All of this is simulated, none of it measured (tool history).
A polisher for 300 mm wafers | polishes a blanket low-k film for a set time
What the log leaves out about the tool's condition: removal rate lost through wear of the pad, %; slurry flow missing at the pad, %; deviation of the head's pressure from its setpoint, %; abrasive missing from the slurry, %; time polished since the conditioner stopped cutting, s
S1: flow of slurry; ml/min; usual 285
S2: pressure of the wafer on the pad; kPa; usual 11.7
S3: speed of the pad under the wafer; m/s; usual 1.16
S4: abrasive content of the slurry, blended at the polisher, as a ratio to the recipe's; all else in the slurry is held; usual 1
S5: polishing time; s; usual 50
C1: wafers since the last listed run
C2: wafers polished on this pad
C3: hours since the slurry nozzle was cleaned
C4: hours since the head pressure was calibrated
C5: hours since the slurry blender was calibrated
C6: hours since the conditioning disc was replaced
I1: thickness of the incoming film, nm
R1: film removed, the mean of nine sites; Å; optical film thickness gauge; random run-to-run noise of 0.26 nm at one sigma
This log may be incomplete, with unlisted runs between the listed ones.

{"run": 1, "hour": 0.0, "S1": 285, "S2": 11.7, "S3": 1.32, "S4": 1, "S5": 50, "C1": 0, "C2": 1962, "C3": 6.1, "C4": 701.7, "C5": 22.8, "C6": 120.2, "I1": 704.7, "R1": 209}
{"hour": 5.7, "done": "worn pad replaced by a new one"}
{"run": 2, "hour": 12.6, "S1": 285, "S2": 11.7, "S3": 1.16, "S4": 1, "S5": 50, "C1": 120, "C2": 96, "C3": 18.7, "C4": 714.3, "C5": 35.4, "C6": 132.8, "I1": 710.7, "R1": 192}
{"run": 3, "hour": 31.7, "S1": 220, "S2": 11.7, "S3": 1.16, "S4": 1, "S5": 61, "C1": 267, "C2": 364, "C3": 37.8, "C4": 733.4, "C5": 54.5, "C6": 151.9, "I1": 710.5, "R1": 222}
{"run": 4, "hour": 50.5, "S1": 220, "S2": 11.7, "S3": 1.16, "S4": 1, "S5": 61, "C1": 263, "C2": 627, "C3": 56.6, "C4": 752.2, "C5": 73.3, "C6": 170.7, "I1": 708, "R1": 215}
{"run": 5, "hour": 80.3, "S1": 220, "S2": 11.7, "S3": 1.16, "S4": 1, "S5": 61, "C1": 417, "C2": 1044, "C3": 86.4, "C4": 782, "C5": 103.1, "C6": 200.5, "I1": 715.4, "R1": 216}
{"run": 6, "hour": 110.8, "S1": 285, "S2": 11.7, "S3": 1.16, "S4": 1, "S5": 50, "C1": 426, "C2": 1471, "C3": 116.9, "C4": 812.5, "C5": 133.6, "C6": 231, "I1": 702.1, "R1": 184}
{"run": 7, "hour": 129.3, "S1": 285, "S2": 11.7, "S3": 1.16, "S4": 1, "S5": 50, "C1": 258, "C2": 1730, "C3": 135.4, "C4": 831, "C5": 152.1, "C6": 249.5, "I1": 708.5, "R1": 182}
{"hour": 144.2, "done": "worn pad replaced by a new one"}
{"run": 8, "hour": 150.7, "S1": 350, "S2": 14.5, "S3": 1.16, "S4": 1, "S5": 50, "C1": 243, "C2": 90, "C3": 156.8, "C4": 852.4, "C5": 173.5, "C6": 270.9, "I1": 706.4, "R1": 230}
{"run": 9, "hour": 174.2, "S1": 350, "S2": 14.5, "S3": 1.16, "S4": 1, "S5": 50, "C1": 328, "C2": 419, "C3": 180.3, "C4": 875.9, "C5": 197, "C6": 294.4, "I1": 710.1, "R1": 226}
{"hour": 193.0, "done": "slurry nozzle cleaned"}
{"run": 10, "hour": 200.9, "S1": 350, "S2": 14.5, "S3": 1.16, "S4": 1, "S5": 50, "C1": 359, "C2": 778, "C3": 7.9, "C4": 902.6, "C5": 223.7, "C6": 321.1, "I1": 712.3, "R1": 228}
{"hour": 218.7, "done": "slurry blender recalibrated"}
{"run": 11, "hour": 228.7, "S1": 285, "S2": 11.7, "S3": 1.16, "S4": 1, "S5": 50, "C1": 361, "C2": 1140, "C3": 35.7, "C4": 930.4, "C5": 10, "C6": 348.9, "I1": 721.3, "R1": 195}
{"run": 12, "hour": 250.2, "S1": 380, "S2": 11.7, "S3": 1.16, "S4": 1.3, "S5": 63, "C1": 300, "C2": 1441, "C3": 57.2, "C4": 951.9, "C5": 31.5, "C6": 370.4, "I1": 705.6, "R1": 276}
{"run": 13, "hour": 272.2, "S1": 285, "S2": 11.7, "S3": 1.16, "S4": 1, "S5": 50, "C1": 307, "C2": 1748, "C3": 79.2, "C4": 973.9, "C5": 53.5, "C6": 392.4, "I1": 707.3, "R1": 188}
{"hour": 292.8, "done": "worn pad replaced by a new one"}
{"hour": 303.0, "done": "conditioning disc replaced and pad reconditioned"}
{"run": 14, "hour": 303.5, "S1": 240, "S2": 9.7, "S3": 1.16, "S4": 1, "S5": 43, "C1": 354, "C2": 121, "C3": 110.5, "C4": 1005.2, "C5": 84.8, "C6": 0.5, "I1": 706.3, "R1": 128}
{"run": 15, "hour": 329.1, "S1": 375, "S2": 11.7, "S3": 1.16, "S4": 1, "S5": 35, "C1": 358, "C2": 479, "C3": 136.1, "C4": 1030.8, "C5": 110.4, "C6": 26.1, "I1": 708.1, "R1": 129}
{"run": 16, "hour": 343.6, "S1": 285, "S2": 11.7, "S3": 1.16, "S4": 1, "S5": 50, "C1": 202, "C2": 682, "C3": 150.6, "C4": 1045.3, "C5": 124.9, "C6": 40.6, "I1": 703.1, "R1": 179}
{"run": 17, "hour": 356.8, "S1": 325, "S2": 11.7, "S3": 1.16, "S4": 1, "S5": 40, "C1": 184, "C2": 867, "C3": 163.8, "C4": 1058.5, "C5": 138.1, "C6": 53.8, "I1": 713.7, "R1": 146}
{"hour": 388.6, "done": "head pressure recalibrated"}
{"run": 18, "hour": 389.1, "S1": 285, "S2": 11.7, "S3": 1.16, "S4": 1, "S5": 50, "C1": 424, "C2": 1291, "C3": 196.1, "C4": 0.5, "C5": 170.4, "C6": 86.1, "I1": 707.1, "R1": 183}
{"run": 19, "hour": 410.8, "S1": 285, "S2": 11.7, "S3": 1.16, "S4": 1, "S5": 50, "C1": 303, "C2": 1594, "C3": 217.8, "C4": 22.2, "C5": 192.1, "C6": 107.8, "I1": 711.2, "R1": 180}
{"hour": 414.3, "done": "slurry nozzle cleaned"}
{"run": 20, "hour": 437.9, "S1": 285, "S2": 13.1, "S3": 0.9, "S4": 1.15, "S5": 65, "C1": 365, "C2": 1960, "C3": 23.6, "C4": 49.3, "C5": 219.2, "C6": 134.9, "I1": 703.4, "R1": 230}
{"hour": 449.1, "done": "worn pad replaced by a new one"}
{"hour": 463.1, "done": "slurry blender recalibrated"}
{"run": 21, "hour": 473.0, "S1": 285, "S2": 13.1, "S3": 0.86, "S4": 0.9, "S5": 50, "C1": 407, "C2": 306, "C3": 58.7, "C4": 84.4, "C5": 9.9, "C6": 170, "I1": 704.1, "R1": 160}
{"run": 22, "hour": 496.4, "S1": 285, "S2": 9.7, "S3": 1.16, "S4": 1.25, "S5": 68, "C1": 327, "C2": 634, "C3": 82.1, "C4": 107.8, "C5": 33.3, "C6": 193.4, "I1": 717.5, "R1": 231}
{"run": 23, "hour": 530.3, "S1": 285, "S2": 11.7, "S3": 1.16, "S4": 1, "S5": 50, "C1": 474, "C2": 1108, "C3": 116, "C4": 141.7, "C5": 67.2, "C6": 227.3, "I1": 709.1, "R1": 188}
{"run": 24, "hour": 549.4, "S1": 325, "S2": 11.7, "S3": 1.16, "S4": 1, "S5": 40, "C1": 267, "C2": 1376, "C3": 135.1, "C4": 160.8, "C5": 86.3, "C6": 246.4, "I1": 695.7, "R1": 148}
{"hour": 576.9, "done": "worn pad replaced by a new one"}
{"run": 25, "hour": 583.8, "S1": 285, "S2": 11.7, "S3": 1.16, "S4": 0.75, "S5": 50, "C1": 425, "C2": 96, "C3": 169.5, "C4": 195.2, "C5": 120.7, "C6": 280.8, "I1": 703.4, "R1": 158}
{"run": 26, "hour": 616.4, "S1": 285, "S2": 8.3, "S3": 1.38, "S4": 1, "S5": 50, "C1": 456, "C2": 553, "C3": 202.1, "C4": 227.8, "C5": 153.3, "C6": 313.4, "I1": 713.3, "R1": 150}
{"hour": 642.3, "done": "slurry nozzle cleaned"}
{"run": 27, "hour": 643.4, "S1": 285, "S2": 11.7, "S3": 1.16, "S4": 1, "S5": 67, "C1": 363, "C2": 916, "C3": 1.1, "C4": 254.8, "C5": 180.3, "C6": 340.4, "I1": 713.2, "R1": 244}

Forecast each of these 3 alternatives for the next run:
{"run": "A", "hour": 643.8, "S1": 285, "S2": 11.7, "S3": 0.96, "S4": 1, "S5": 50, "C1": 5, "C2": 922, "C3": 1.5, "C4": 255.2, "C5": 180.7, "C6": 340.8, "I1": 720.2, "R1": "?"}
{"run": "B", "hour": 643.8, "S1": 285, "S2": 11.7, "S3": 1.16, "S4": 0.75, "S5": 57, "C1": 5, "C2": 922, "C3": 1.5, "C4": 255.2, "C5": 180.7, "C6": 340.8, "I1": 720.2, "R1": "?"}
{"run": "C", "hour": 643.8, "S1": 255, "S2": 13.1, "S3": 1.16, "S4": 1, "S5": 50, "C1": 5, "C2": 922, "C3": 1.5, "C4": 255.2, "C5": 180.7, "C6": 340.8, "I1": 720.2, "R1": "?"}

run=A R1=151
run=B R1=176
run=C R1=194
Without the tool's unlogged condition, the same runs would have read:
run=A R1=165
run=B R1=194
run=C R1=212
